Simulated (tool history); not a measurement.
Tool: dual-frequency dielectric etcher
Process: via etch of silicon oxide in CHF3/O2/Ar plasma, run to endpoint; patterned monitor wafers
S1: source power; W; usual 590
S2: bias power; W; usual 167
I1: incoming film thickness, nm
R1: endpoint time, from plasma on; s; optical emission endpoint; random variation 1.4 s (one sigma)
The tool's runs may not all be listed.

Run 1, hour 0: usual settings; I1 727.5. Result: R1 354.7 s.
Run 2, hour 16.3: usual settings; I1 728.1. Result: R1 354.2 s.
Run 3, hour 36.6: usual settings; I1 732. Result: R1 358.3 s.
Run 4, hour 59.3: usual settings; I1 730.9. Result: R1 357.4 s.
Run 5, hour 85.5: usual settings; I1 733.7. Result: R1 354.2 s.
Run 6, hour 115.4: usual settings but S2 195 W; I1 725.8. Result: R1 332.3 s.
Run 7, hour 140.8: usual settings but S2 195 W; I1 728.7. Result: R1 333.3 s.
Run 8, hour 165.9: usual settings but S2 195 W; I1 738.1. Result: R1 336.9 s.
Run 9, hour 189.3: usual settings; I1 727.6. Result: R1 350.9 s.
Run 10, hour 208.7: usual settings; I1 730.5. Result: R1 354.4 s.
Run 11, hour 233.1: usual settings; I1 734.5. Result: R1 354.1 s.
Run 12, hour 249.6: usual settings but S2 180 W; I1 729.6. Result: R1 341.7 s.
At hour 296.3: upper electrode replaced.
Run 13, hour 296.8: usual settings but S2 180 W; I1 730.7. Result: R1 341.8 s.
Run 14, hour 299.7: usual settings but S2 180 W; I1 727.4. Result: R1 338.4 s.
Run 15, hour 328.7: usual settings but S2 182 W; I1 739.2. Result: R1 343.4 s.
Run 16, hour 355.8: usual settings but S1 480 W, S2 207 W; I1 731.9. Result: R1 357.5 s.
At hour 398.1: wet clean of the chamber.
Run 17, hour 398.6: usual settings but S1 730 W, S2 180 W; I1 735.1. Result: R1 301.3 s.
Run 18, hour 454.9: usual settings; I1 728.2. Result: R1 340.5 s.
Run 19, hour 504: usual settings but S1 440 W, S2 153 W; I1 730. Result: R1 411.3 s.
Run 20, hour 516.7: usual settings but S1 730 W, S2 131 W; I1 725.4. Result: R1 334 s.
At hour 525.4: source power generator calibrated.
At hour 547: wet clean of the chamber, repeated, since the last time left the tool worse.
At hour 591.6: bias power generator calibrated.
Run 21, hour 603.8: usual settings; I1 729.6. Result: R1 358.8 s.
Run 22, hour 626.3: usual settings but S1 450 W, S2 144 W; I1 730.2. Result: R1 439.7 s.
Run 23, hour 650.4: usual settings; I1 727. Result: R1 356.7 s.
Run 24, hour 676.4: usual settings; I1 737.5. Result: R1 362.8 s.
Run 25, hour 695.2: usual settings but S1 630 W; I1 735.5. Result: R1 347.4 s.
Run 26, hour 714.4: usual settings but S1 460 W, S2 207 W; I1 732.8. Result: R1 374.4 s.
Run 27, hour 738.6: usual settings but S1 510 W, S2 183 W; I1 731.1. Result: R1 369.7 s.
Run 28, hour 753.9: usual settings but S1 710 W; I1 735.5. Result: R1 326 s.
Run 29, hour 786.6: usual settings; I1 729.5. Result: R1 356.3 s.

What the log doesn't show, run by run:
source power that arrives over what is set, %: 0 in every run
bias power that arrives over what is set, %: 0 in every run
H1: etch rate over this chamber's usual, %
run     H1
  1   1.29
  2   1.39
  3   1.51
  4   1.65
  5   1.81
  6   1.99
  7   2.14
  8   2.29
  9   2.43
 10   2.55
 11   2.69
 12   2.79
 13   3.08
 14   3.09
 15   3.27
 16   3.43
 17   6.02
 18   6.36
 19   6.65
 20   6.73
 21  0.725
 22   0.86
 23      1
 24   1.16
 25   1.27
 26   1.39
 27   1.53
 28   1.63
 29   1.82

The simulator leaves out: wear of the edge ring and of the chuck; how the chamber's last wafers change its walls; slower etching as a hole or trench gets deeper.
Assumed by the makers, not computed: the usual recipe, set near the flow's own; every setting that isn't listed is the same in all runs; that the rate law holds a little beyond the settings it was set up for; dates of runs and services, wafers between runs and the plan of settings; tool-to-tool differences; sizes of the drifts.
